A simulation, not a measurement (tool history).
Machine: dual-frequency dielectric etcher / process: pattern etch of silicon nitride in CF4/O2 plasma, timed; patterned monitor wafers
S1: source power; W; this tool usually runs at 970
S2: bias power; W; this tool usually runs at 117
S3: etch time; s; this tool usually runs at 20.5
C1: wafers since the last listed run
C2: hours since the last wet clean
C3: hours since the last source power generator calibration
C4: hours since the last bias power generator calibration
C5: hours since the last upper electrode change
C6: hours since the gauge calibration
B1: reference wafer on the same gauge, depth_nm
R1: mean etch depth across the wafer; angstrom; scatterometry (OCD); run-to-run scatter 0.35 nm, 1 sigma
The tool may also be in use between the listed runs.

| run | hour | S1 | S2 | S3 | C1 | C2 | C3 | C4 | C5 | C6 | B1 | R1 |
|---|---|---|---|---|---|---|---|---|---|---|---|---|
| 1 | 0.0 | 970 | 117 | 20.5 | 0 | 323.0 | 2119.6 | 1500.0 | 2487.2 | 156.7 | 57.0 | 596 |
| 2 | 10.7 | 970 | 117 | 20.5 | 162 | 333.7 | 2130.3 | 1510.7 | 2497.9 | 167.4 | 57.0 | 598 |
| 3 | 25.6 | 1090 | 117 | 20.5 | 226 | 348.6 | 2145.2 | 1525.6 | 2512.8 | 182.3 | 57.1 | 663 |
| 4 | 38.8 | 1090 | 117 | 20.5 | 201 | 361.8 | 2158.4 | 1538.8 | 2526.0 | 195.5 | 57.1 | 663 |
| 5 | 55.0 | 970 | 117 | 20.5 | 246 | 378.0 | 2174.6 | 1555.0 | 2542.2 | 211.7 | 57.0 | 600 |
| 6 | 70.6 | 970 | 117 | 20.5 | 237 | 393.6 | 2190.2 | 1570.6 | 2557.8 | 227.3 | 57.0 | 597 |
| 7 | 82.5 | 970 | 117 | 20.5 | 181 | 405.5 | 2202.1 | 1582.5 | 2569.7 | 239.2 | 57.0 | 598 |
| 8 | 91.9 | 970 | 117 | 22.0 | 143 | 414.9 | 2211.5 | 1591.9 | 2579.1 | 248.6 | 57.0 | 648 |
| 9 | 102.6 | 970 | 107 | 20.5 | 162 | 425.6 | 2222.2 | 1602.6 | 2589.8 | 259.3 | 56.9 | 582 |
| 10 | 111.8 | 970 | 107 | 20.5 | 140 | 434.8 | 2231.4 | 1611.8 | 2599.0 | 268.5 | 57.1 | 585 |
|  | 124.6 | bias power generator calibrated |
| 11 | 125.1 | 970 | 107 | 20.5 | 141 | 448.1 | 2244.7 | 0.5 | 2612.3 | 281.8 | 57.0 | 586 |
| 12 | 137.4 | 970 | 117 | 20.5 | 187 | 460.4 | 2257.0 | 12.8 | 2624.6 | 294.1 | 57.1 | 600 |
|  | 144.0 | gauge calibrated |
|  | 168.2 | upper electrode replaced |
| 13 | 168.7 | 970 | 117 | 20.5 | 111 | 491.7 | 2288.3 | 44.1 | 0.5 | 24.7 | 57.0 | 605 |
| 14 | 169.0 | 1170 | 130 | 26.0 | 4 | 492.0 | 2288.6 | 44.4 | 0.8 | 25.0 | 56.9 | 934 |
| 15 | 171.8 | 970 | 117 | 20.5 | 42 | 494.8 | 2291.4 | 47.2 | 3.6 | 27.8 | 57.0 | 606 |
| 16 | 187.1 | 970 | 138 | 25.5 | 232 | 510.1 | 2306.7 | 62.5 | 18.9 | 43.1 | 57.1 | 810 |
| 17 | 199.8 | 970 | 104 | 26.0 | 193 | 522.8 | 2319.4 | 75.2 | 31.6 | 55.8 | 57.0 | 730 |
| 18 | 207.1 | 970 | 146 | 24.5 | 111 | 530.1 | 2326.7 | 82.5 | 38.9 | 63.1 | 57.0 | 797 |
| 19 | 218.6 | 760 | 108 | 17.5 | 175 | 541.6 | 2338.2 | 94.0 | 50.4 | 74.6 | 57.1 | 408 |
|  | 252.9 | wet clean of the chamber |
| 20 | 253.4 | 970 | 117 | 18.0 | 164 | 0.5 | 2373.0 | 128.8 | 85.2 | 109.4 | 57.0 | 510 |
| 21 | 253.8 | 870 | 93 | 25.5 | 6 | 0.9 | 2373.4 | 129.2 | 85.6 | 109.8 | 57.1 | 605 |
| 22 | 262.5 | 1120 | 96 | 17.5 | 132 | 9.6 | 2382.1 | 137.9 | 94.3 | 118.5 | 57.0 | 515 |
|  | 272.9 | source power generator calibrated |
| 23 | 274.9 | 840 | 117 | 18.5 | 127 | 22.0 | 2.0 | 150.3 | 106.7 | 130.9 | 57.1 | 464 |
| 24 | 283.4 | 970 | 117 | 20.5 | 129 | 30.5 | 10.5 | 158.8 | 115.2 | 139.4 | 57.0 | 579 |
| 25 | 297.4 | 970 | 117 | 20.5 | 213 | 44.5 | 24.5 | 172.8 | 129.2 | 153.4 | 57.0 | 588 |
| 26 | 311.1 | 970 | 92 | 22.5 | 208 | 58.2 | 38.2 | 186.5 | 142.9 | 167.1 | 57.0 | 586 |
| 27 | 329.1 | 1210 | 117 | 20.5 | 274 | 76.2 | 56.2 | 204.5 | 160.9 | 185.1 | 57.0 | 705 |
| 28 | 339.9 | 970 | 117 | 20.5 | 164 | 87.0 | 67.0 | 215.3 | 171.7 | 195.9 | 57.0 | 582 |
| 29 | 350.5 | 970 | 142 | 16.5 | 161 | 97.6 | 77.6 | 225.9 | 182.3 | 206.5 | 57.1 | 502 |
| 30 | 357.3 | 970 | 103 | 20.5 | 103 | 104.4 | 84.4 | 232.7 | 189.1 | 213.3 | 57.0 | 561 |

Describe how what the log doesn't record of the tool's condition differs between the last listed run preceding each entry between runs and the first listed run following it.
In the gap between runs 10 and 11: bias power generator calibrated (hour 124.6)
  etch rate over this chamber's usual, %: 3.58 -> 3.69
  measured result minus the result with no hidden state, R1: +20 -> +21 angstrom
In the gap between runs 12 and 13: gauge calibrated (hour 144.0); upper electrode replaced (hour 168.2)
  etch rate over this chamber's usual, %: 3.79 -> 4.05
  measured result minus the result with no hidden state, R1: +22 -> +24 angstrom
In the gap between runs 19 and 20: wet clean of the chamber (hour 252.9)
  etch rate over this chamber's usual, %: 4.46 -> -0.176
  measured result minus the result with no hidden state, R1: +18 -> +0 angstrom
In the gap between runs 22 and 23: source power generator calibrated (hour 272.9)
  etch rate over this chamber's usual, %: -0.101 -> 0.00152
  measured result minus the result with no hidden state, R1: +0 -> +0 angstrom
